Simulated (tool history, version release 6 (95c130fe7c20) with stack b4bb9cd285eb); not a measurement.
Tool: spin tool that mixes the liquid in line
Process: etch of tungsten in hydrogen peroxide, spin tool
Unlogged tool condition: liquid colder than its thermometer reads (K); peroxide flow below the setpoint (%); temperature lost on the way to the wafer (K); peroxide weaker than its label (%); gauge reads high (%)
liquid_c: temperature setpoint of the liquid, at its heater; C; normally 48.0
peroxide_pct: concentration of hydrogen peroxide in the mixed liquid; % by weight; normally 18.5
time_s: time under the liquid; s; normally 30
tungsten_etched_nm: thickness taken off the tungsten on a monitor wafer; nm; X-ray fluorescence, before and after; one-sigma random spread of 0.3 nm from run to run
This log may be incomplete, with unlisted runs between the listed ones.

run     day  liquid_c  peroxide_pct  time_s  wafers since the last listed run  hours since the thermometer was replaced  hours since the peroxide flow meter was replaced  hours since the heated supply line was repaired  hours since the drum of peroxide was connected  hours since the gauge calibration  read-back film thickness of the tungsten reference wafer, read on the same gauge (nm)  tungsten_etched_nm
  1   0.000      48.0          18.5      30                                 0                                    1008.3                                             716.1                                            595.3                                            46.6                              400.5                                                                                 147.24               38.93
      2.325  -- heated supply line repaired
  2   3.971      48.0          18.5      30                              1616                                    1103.6                                             811.4                                             39.5                                           141.9                              495.8                                                                                 146.64               39.13
      7.000  -- gauge calibrated
  3  11.442      48.0          18.5      30                              3073                                    1282.9                                             990.7                                            218.8                                           321.2                              106.6                                                                                 149.42               40.08
  4  14.762      48.0          18.5      30                              1366                                    1362.6                                            1070.4                                            298.5                                           400.9                              186.3                                                                                 148.93               39.03
  5  18.062      48.0          18.5      30                              1357                                    1441.8                                            1149.6                                            377.7                                           480.1                              265.5                                                                                 148.38               39.26
  6  22.433      48.0          18.5      30                              1798                                    1546.7                                            1254.5                                            482.6                                           585.0                              370.4                                                                                 147.80               39.52
  7  26.121      48.0          18.5      30                              1517                                    1635.2                                            1343.0                                            571.1                                           673.5                              458.9                                                                                 147.24               39.15
     28.958  -- thermometer replaced
     30.083  -- peroxide flow meter replaced
  8  30.367      40.5          18.5      30                              1712                                      33.8                                               6.8                                            673.0                                           775.4                              560.8                                                                                 146.70               24.12
     30.783  -- heated supply line repaired
     33.312  -- gauge calibrated
  9  33.525      43.5          18.5      30                              1282                                     109.6                                              82.6                                             65.8                                           851.2                                5.1                                                                                 150.02               30.21
     35.712  -- new drum of peroxide connected
 10  37.933      54.5          18.5      40                              1796                                     215.4                                             188.4                                            171.6                                            53.3                              110.9                                                                                 149.43               78.33
 11  40.146      48.0          18.5      30                               910                                     268.5                                             241.5                                            224.7                                           106.4                              164.0                                                                                 149.05               39.54
 12  41.933      54.0          17.0      45                               735                                     311.4                                             284.4                                            267.6                                           149.3                              206.9                                                                                 148.79               81.84
 13  44.383      48.0          18.5      30                              1007                                     370.2                                             343.2                                            326.4                                           208.1                              265.7                                                                                 148.43               39.07
 14  46.596      40.5          18.5      45                               910                                     423.3                                             396.3                                            379.5                                           261.2                              318.8                                                                                 148.16               36.40

What if the next run were any one of these 4? Each begins from the tool's condition after run 14:
  A  46.612      48.0          13.0      30                                 6                                     423.7                                             396.7                                            379.9                                           261.6                              319.2                                                                                      ?                   ?
  B  46.612      41.0          16.0      15                                 6                                     423.7                                             396.7                                            379.9                                           261.6                              319.2                                                                                      ?                   ?
  C  46.612      48.0          18.5      45                                 6                                     423.7                                             396.7                                            379.9                                           261.6                              319.2                                                                                      ?                   ?
  D  46.612      48.0          13.5      45                                 6                                     423.7                                             396.7                                            379.9                                           261.6                              319.2                                                                                      ?                   ?

run  read-back film thickness of the tungsten reference wafer, read on the same gauge (nm)  tungsten_etched_nm
  A                                                                                 148.18               32.89
  B                                                                                 148.18               11.72
  C                                                                                 148.18               58.85
  D                                                                                 148.18               50.28
What these runs would have given with no unlogged condition in the tool:
run  tungsten_etched_nm
  A               33.30
  B               11.86
  C               59.59
  D               50.90

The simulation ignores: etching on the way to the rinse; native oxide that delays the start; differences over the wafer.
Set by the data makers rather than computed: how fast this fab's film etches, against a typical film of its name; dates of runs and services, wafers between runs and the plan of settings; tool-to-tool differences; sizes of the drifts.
